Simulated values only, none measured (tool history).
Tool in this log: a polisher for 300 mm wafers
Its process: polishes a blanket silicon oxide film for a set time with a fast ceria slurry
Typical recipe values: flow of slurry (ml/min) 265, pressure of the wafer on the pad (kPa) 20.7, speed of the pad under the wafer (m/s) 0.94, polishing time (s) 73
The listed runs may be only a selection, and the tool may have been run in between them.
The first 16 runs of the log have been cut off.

| run | hour | flow of slurry (ml/min) | pressure of the wafer on the pad (kPa) | speed of the pad under the wafer (m/s) | polishing time (s) | wafers since the last listed run | wafers polished on this pad | hours since the slurry nozzle was cleaned | hours since the head pressure was calibrated | incoming thickness of the incoming film, nm | film removed (angstrom) |
|---|---|---|---|---|---|---|---|---|---|---|---|
| 17 | 722.1 | 265 | 20.7 | 0.94 | 73 | 407 | 1272 | 46.6 | 212.4 | 3296.9 | 12557 |
| 18 | 801.4 | 315 | 22.8 | 1.12 | 58 | 809 | 2081 | 125.9 | 291.7 | 3224.3 | 13121 |
| 19 | 830.6 | 320 | 20.7 | 0.94 | 73 | 298 | 2380 | 155.1 | 320.9 | 3221.0 | 12561 |
| 20 | 870.6 | 205 | 15.2 | 1.12 | 57 | 408 | 2788 | 195.1 | 360.9 | 3202.8 | 7955 |
|  | 920.5 | worn pad replaced by a new one |
| 21 | 929.1 | 265 | 20.7 | 0.94 | 73 | 556 | 87 | 253.6 | 419.4 | 3288.2 | 12251 |
| 22 | 968.5 | 265 | 24.1 | 0.94 | 88 | 402 | 490 | 293.0 | 458.8 | 3246.4 | 17164 |
| 23 | 1012.8 | 325 | 18.6 | 0.76 | 60 | 452 | 942 | 337.3 | 503.1 | 3262.6 | 7566 |
| 24 | 1051.3 | 265 | 14.5 | 0.82 | 64 | 393 | 1335 | 375.8 | 541.6 | 3269.1 | 6590 |
| 25 | 1081.8 | 265 | 20.7 | 0.94 | 73 | 311 | 1646 | 406.3 | 572.1 | 3279.0 | 12002 |
| 26 | 1146.6 | 215 | 22.8 | 0.94 | 98 | 661 | 2308 | 471.1 | 636.9 | 3238.8 | 16876 |
| 27 | 1175.1 | 195 | 13.8 | 0.94 | 73 | 290 | 2599 | 499.6 | 665.4 | 3250.7 | 7382 |
|  | 1208.3 | worn pad replaced by a new one |
| 28 | 1208.8 | 265 | 20.7 | 0.94 | 73 | 303 | 5 | 533.3 | 699.1 | 3278.3 | 11794 |
| 29 | 1251.0 | 330 | 20.7 | 0.94 | 92 | 430 | 436 | 575.5 | 741.3 | 3257.3 | 15306 |
|  | 1298.0 | slurry nozzle cleaned |
| 30 | 1308.9 | 320 | 23.4 | 0.94 | 73 | 580 | 1017 | 10.9 | 799.2 | 3224.7 | 14156 |
| 31 | 1346.1 | 265 | 26.2 | 0.94 | 73 | 379 | 1397 | 48.1 | 836.4 | 3256.3 | 15673 |
| 32 | 1392.4 | 265 | 26.2 | 0.94 | 73 | 472 | 1869 | 94.4 | 882.7 | 3215.2 | 15510 |
| 33 | 1455.5 | 265 | 15.2 | 0.94 | 73 | 644 | 2513 | 157.5 | 945.8 | 3305.6 | 8934 |
| 34 | 1486.5 | 265 | 16.5 | 0.78 | 73 | 316 | 2830 | 188.5 | 976.8 | 3262.9 | 8096 |

4 options for the next run, each taken on its own from the tool as it stands now. Forecast them:
| A | 1486.9 | 265 | 20.7 | 0.94 | 73 | 4 | 2834 | 188.9 | 977.2 | 3223.3 | ? |
| B | 1486.9 | 225 | 20.7 | 0.94 | 87 | 4 | 2834 | 188.9 | 977.2 | 3223.3 | ? |
| C | 1486.9 | 305 | 24.1 | 0.74 | 56 | 4 | 2834 | 188.9 | 977.2 | 3223.3 | ? |
| D | 1486.9 | 240 | 20.7 | 1.06 | 89 | 4 | 2834 | 188.9 | 977.2 | 3223.3 | ? |

| run | film removed (angstrom) |
|---|---|
| A | 11962 |
| B | 13888 |
| C | 8748 |
| D | 16072 |
Take away the tool's hidden state, keep each run's random variation, and the runs would have read:
| run | film removed (angstrom) |
|---|---|
| A | 12367 |
| B | 14446 |
| C | 9002 |
| D | 16675 |
